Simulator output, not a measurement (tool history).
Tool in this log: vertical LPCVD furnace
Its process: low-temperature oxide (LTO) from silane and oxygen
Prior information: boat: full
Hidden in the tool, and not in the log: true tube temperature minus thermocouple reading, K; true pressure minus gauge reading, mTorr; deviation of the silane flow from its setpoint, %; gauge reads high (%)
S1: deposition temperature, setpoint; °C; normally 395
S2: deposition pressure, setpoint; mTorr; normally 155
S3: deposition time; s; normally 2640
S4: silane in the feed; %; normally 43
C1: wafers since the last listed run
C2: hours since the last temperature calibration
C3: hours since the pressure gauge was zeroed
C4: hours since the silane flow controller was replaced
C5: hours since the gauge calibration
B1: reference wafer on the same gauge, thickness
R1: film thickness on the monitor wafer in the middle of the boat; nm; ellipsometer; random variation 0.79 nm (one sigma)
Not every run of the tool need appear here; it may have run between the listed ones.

run	hour	S1	S2	S3	S4	C1	C2	C3	C4	C5	B1	R1
1	0	395	155	2640	43	0	4367.7	2212	2794.2	715.9	336.09	295.56
2	84.2	404	155	2640	50	1262	4451.9	2296.2	2878.4	800.1	336.05	379.55
3	133	404	155	2640	50	731	4500.7	2345	2927.2	848.9	335.78	375.25
4	191.7	404	155	2640	50	879	4559.4	2403.7	2985.9	907.6	335.89	377.37
5	311.4	390	175	2640	43	1794	4679.1	2523.4	3105.6	1027.3	335.96	316.82
6	418.8	395	155	2640	46	1609	4786.5	2630.8	3213	1134.7	336.1	317.6
# hour 545.9: pressure gauge zeroed
7	546.4	395	155	2640	46	1552	4914.1	0.5	3340.6	1262.3	335.96	319.41
8	562.5	395	155	2640	43	241	4930.2	16.6	3356.7	1278.4	335.72	297.31
9	624.5	395	155	2640	43	929	4992.2	78.6	3418.7	1340.4	336.13	297.57
# hour 752.3: thermocouples replaced and temperature profile calibrated
10	752.8	395	155	2640	43	1563	0.5	206.9	3547	1468.7	335.98	296.39
11	765.6	395	155	2640	35	191	13.3	219.7	3559.8	1481.5	336.08	230.4
# hour 821.9: gauge calibrated
12	832.1	389	130	2640	39	996	79.8	286.2	3626.3	10.2	335.73	206.08
# hour 861.6: silane flow controller replaced
13	938.5	395	155	2640	43	1235	186.2	392.6	76.9	116.6	335.84	296.57
14	1008.5	391	155	2640	43	1049	256.2	462.6	146.9	186.6	335.65	283.97
15	1050.7	395	155	2640	43	632	298.4	504.8	189.1	228.8	336.13	297.1
16	1103.9	395	155	2640	35	797	351.6	558	242.3	282	336.18	229.47
17	1166.8	383	130	2640	43	942	414.5	620.9	305.2	344.9	335.8	216.96
18	1265.7	395	155	2640	43	1482	513.4	719.8	404.1	443.8	336.32	296.28
19	1308.5	395	115	3330	41	641	556.2	762.6	446.9	486.6	336.17	264.01
20	1385.6	395	135	2640	39	1155	633.3	839.7	524	563.7	336.13	230.86
21	1680	401	155	3570	43	4412	927.7	1134.1	818.4	858.1	335.83	430.53

Take each entry between the runs: how does the hidden state at the last listed run before it differ from the hidden state at the first listed run after it?
In the gap between runs 6 and 7: pressure gauge zeroed (hour 545.9)
  no difference in the tool's unlogged condition between these two runs
In the gap between runs 9 and 10: thermocouples replaced and temperature profile calibrated (hour 752.3)
  no difference in the tool's unlogged condition between these two runs
In the gap between runs 11 and 12: gauge calibrated (hour 821.9)
  no difference in the tool's unlogged condition between these two runs
In the gap between runs 12 and 13: silane flow controller replaced (hour 861.6)
  no difference in the tool's unlogged condition between these two runs

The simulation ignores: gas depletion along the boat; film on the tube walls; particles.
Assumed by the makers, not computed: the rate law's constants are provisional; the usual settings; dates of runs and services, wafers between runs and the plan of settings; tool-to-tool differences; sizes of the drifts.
